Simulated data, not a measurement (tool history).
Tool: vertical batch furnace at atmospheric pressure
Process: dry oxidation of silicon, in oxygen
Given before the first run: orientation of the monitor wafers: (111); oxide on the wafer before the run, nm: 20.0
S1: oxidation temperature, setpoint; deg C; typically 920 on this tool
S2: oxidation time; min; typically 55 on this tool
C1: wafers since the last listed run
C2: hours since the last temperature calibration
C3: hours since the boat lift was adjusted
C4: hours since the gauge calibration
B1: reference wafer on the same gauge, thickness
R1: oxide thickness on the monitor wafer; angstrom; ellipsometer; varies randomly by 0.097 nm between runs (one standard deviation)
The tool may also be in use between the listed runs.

run 1 hour=0 | S1=905 S2=55 | C1=0 C2=578.5 C3=4531.7 C4=38.6 | B1=31.55 | R1=345.3
run 2 hour=53.8 | S1=920 S2=55 | C1=550 C2=632.3 C3=4585.5 C4=92.4 | B1=31.65 | R1=380.5
run 3 hour=104.5 | S1=934 S2=55 | C1=518 C2=683 C3=4636.2 C4=143.1 | B1=31.7 | R1=417.9
run 4 hour=184.4 | S1=920 S2=55 | C1=817 C2=762.9 C3=4716.1 C4=223 | B1=31.79 | R1=384.7
run 5 hour=242.3 | S1=920 S2=55 | C1=592 C2=820.8 C3=4774 C4=280.9 | B1=31.83 | R1=383.7
run 6 hour=306.9 | S1=920 S2=55 | C1=661 C2=885.4 C3=4838.6 C4=345.5 | B1=31.89 | R1=384.2
run 7 hour=384.7 | S1=909 S2=55 | C1=796 C2=963.2 C3=4916.4 C4=423.3 | B1=31.92 | R1=359.8
run 8 hour=536 | S1=909 S2=55 | C1=1548 C2=1114.5 C3=5067.7 C4=574.6 | B1=32.01 | R1=360.2
run 9 hour=607.7 | S1=936 S2=55 | C1=733 C2=1186.2 C3=5139.4 C4=646.3 | B1=32.04 | R1=427.9
run 10 hour=662.1 | S1=920 S2=55 | C1=556 C2=1240.6 C3=5193.8 C4=700.7 | B1=32.05 | R1=387.1
run 11 hour=706.3 | S1=920 S2=55 | C1=452 C2=1284.8 C3=5238 C4=744.9 | B1=32.06 | R1=387.4
-- hour=755.4 boat lift adjusted
run 12 hour=806.8 | S1=920 S2=55 | C1=782 C2=1385.3 C3=51.4 C4=845.4 | B1=32.07 | R1=386.7
run 13 hour=1046.3 | S1=920 S2=43 | C1=2450 C2=1624.8 C3=290.9 C4=1084.9 | B1=32.14 | R1=348
run 14 hour=1146.1 | S1=920 S2=43 | C1=1021 C2=1724.6 C3=390.7 C4=1184.7 | B1=32.14 | R1=348.3
-- hour=1196.8 thermocouples replaced and temperature profile calibrated
run 15 hour=1216.6 | S1=920 S2=55 | C1=475 C2=19.8 C3=461.2 C4=1255.2 | B1=32.13 | R1=388
-- hour=1346.5 gauge calibrated
run 16 hour=1416.7 | S1=898 S2=62.5 | C1=2047 C2=219.9 C3=661.3 C4=70.2 | B1=31.78 | R1=351.7
run 17 hour=1455.4 | S1=913 S2=77.5 | C1=396 C2=258.6 C3=700 C4=108.9 | B1=31.83 | R1=430.7
run 18 hour=1528.9 | S1=936 S2=55 | C1=752 C2=332.1 C3=773.5 C4=182.4 | B1=31.91 | R1=424.8
run 19 hour=1634.6 | S1=920 S2=55 | C1=1081 C2=437.8 C3=879.2 C4=288.1 | B1=31.98 | R1=385.2

Expected results for the next run?
run 20 hour=1734.5 | S1=912 S2=75 | C1=1022 C2=537.7 C3=979.1 C4=388 | B1=? | R1=?

Run 20 measured B1 32.09, R1 426.3 angstrom.
If the tool had no hidden condition, the same run with the same run-to-run variation would have returned R1 418.7 angstrom.
